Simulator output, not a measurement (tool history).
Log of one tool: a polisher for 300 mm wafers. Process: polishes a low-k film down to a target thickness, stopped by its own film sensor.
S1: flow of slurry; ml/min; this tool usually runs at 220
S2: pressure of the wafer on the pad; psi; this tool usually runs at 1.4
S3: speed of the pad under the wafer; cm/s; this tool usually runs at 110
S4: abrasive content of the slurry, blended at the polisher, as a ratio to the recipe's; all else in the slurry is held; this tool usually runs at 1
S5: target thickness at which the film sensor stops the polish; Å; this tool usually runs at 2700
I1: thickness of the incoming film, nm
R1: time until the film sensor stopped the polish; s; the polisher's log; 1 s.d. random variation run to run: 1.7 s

Run 1, hour 0: usual settings but S1 250 ml/min; I1 298. Result: R1 85 s.
Run 2, hour 28.6: usual settings but S1 250 ml/min; I1 301.9. Result: R1 93.1 s.
At hour 45.7: slurry blender recalibrated.
Run 3, hour 52.9: usual settings but S1 250 ml/min; I1 300.6. Result: R1 88.6 s.
Run 4, hour 77.1: usual settings but S3 140 cm/s; I1 300.8. Result: R1 76.7 s.
At hour 96.6: conditioning disc replaced and pad reconditioned.
Run 5, hour 107.7: usual settings but S3 86 cm/s; I1 299.4. Result: R1 105.5 s.
At hour 136.2: worn pad replaced by a new one.
Run 6, hour 136.7: usual settings but S2 1 psi; I1 299.5. Result: R1 125.3 s.
Run 7, hour 165.5: usual settings but S1 180 ml/min, S3 126 cm/s, S5 2660 Å; I1 300. Result: R1 91 s.
Run 8, hour 181.7: usual settings but S5 2640 Å; I1 297.5. Result: R1 99.3 s.
Run 9, hour 195.6: usual settings but S1 185 ml/min, S2 1 psi, S4 1.15, S5 2770 Å; I1 303.4. Result: R1 101.4 s.
Run 10, hour 221.1: usual settings; I1 300.3. Result: R1 92.6 s.
At hour 226.1: slurry nozzle cleaned.
Run 11, hour 249.6: usual settings; I1 301.4. Result: R1 96.4 s.
Run 12, hour 292.5: usual settings but S4 0.7; I1 298.9. Result: R1 120.4 s.
At hour 302.2: conditioning disc replaced and pad reconditioned.
Run 13, hour 324.7: usual settings; I1 301.2. Result: R1 94 s.
At hour 353.4: worn pad replaced by a new one.
Run 14, hour 360.4: usual settings but S4 1.1; I1 298.9. Result: R1 80.9 s.
Run 15, hour 385.1: usual settings; I1 303.2. Result: R1 100.5 s.
Run 16, hour 398: usual settings; I1 299.8. Result: R1 92.4 s.
Run 17, hour 418: usual settings but S1 295 ml/min, S3 130 cm/s; I1 303.5. Result: R1 86.3 s.
Run 18, hour 451.1: usual settings but S1 265 ml/min; I1 299.9. Result: R1 88.5 s.
At hour 462.7: slurry blender recalibrated.
Run 19, hour 470.1: usual settings but S1 155 ml/min; I1 304.6. Result: R1 105.6 s.
Run 20, hour 508.5: usual settings but S1 180 ml/min, S2 1.1 psi, S3 84 cm/s, S5 2770 Å; I1 298. Result: R1 103.9 s.
At hour 528.7: conditioning disc replaced and pad reconditioned.
Run 21, hour 539.6: usual settings but S1 285 ml/min, S3 78 cm/s, S4 0.75; I1 301.5. Result: R1 150.8 s.
Run 22, hour 554.1: usual settings but S1 280 ml/min, S2 1.8 psi, S5 2620 Å; I1 304.6. Result: R1 95.9 s.
At hour 562.8: worn pad replaced by a new one.
Run 23, hour 582.5: usual settings but S1 160 ml/min, S3 90 cm/s, S5 2600 Å; I1 305.4. Result: R1 166.2 s.
Run 24, hour 596.8: usual settings but S4 0.7; I1 303.4. Result: R1 142.2 s.
At hour 632.2: slurry nozzle cleaned.
Run 25, hour 632.7: usual settings but S1 245 ml/min, S2 1.8 psi; I1 299.2. Result: R1 69.4 s.

What if the next run were any one of these 4? Each begins from the tool's condition after run 25:
Run A, hour 633.2: usual settings but S5 2610 Å; I1 301.5. Result: R1 ?.
Run B, hour 633.2: usual settings but S3 124 cm/s; I1 301.5. Result: R1 ?.
Run C, hour 633.2: usual settings but S1 170 ml/min, S4 1.15; I1 301.5. Result: R1 ?.
Run D, hour 633.2: usual settings but S1 190 ml/min, S4 0.85, S5 2610 Å; I1 301.5. Result: R1 ?.

run     R1
  A  123.2
  B   87.1
  C   89.7
  D  141.2
The same runs, with their run-to-run variation unchanged, on a tool lacking any hidden condition would have given:
run     R1
  A  123.2
  B   87.1
  C   89.7
  D  141.2
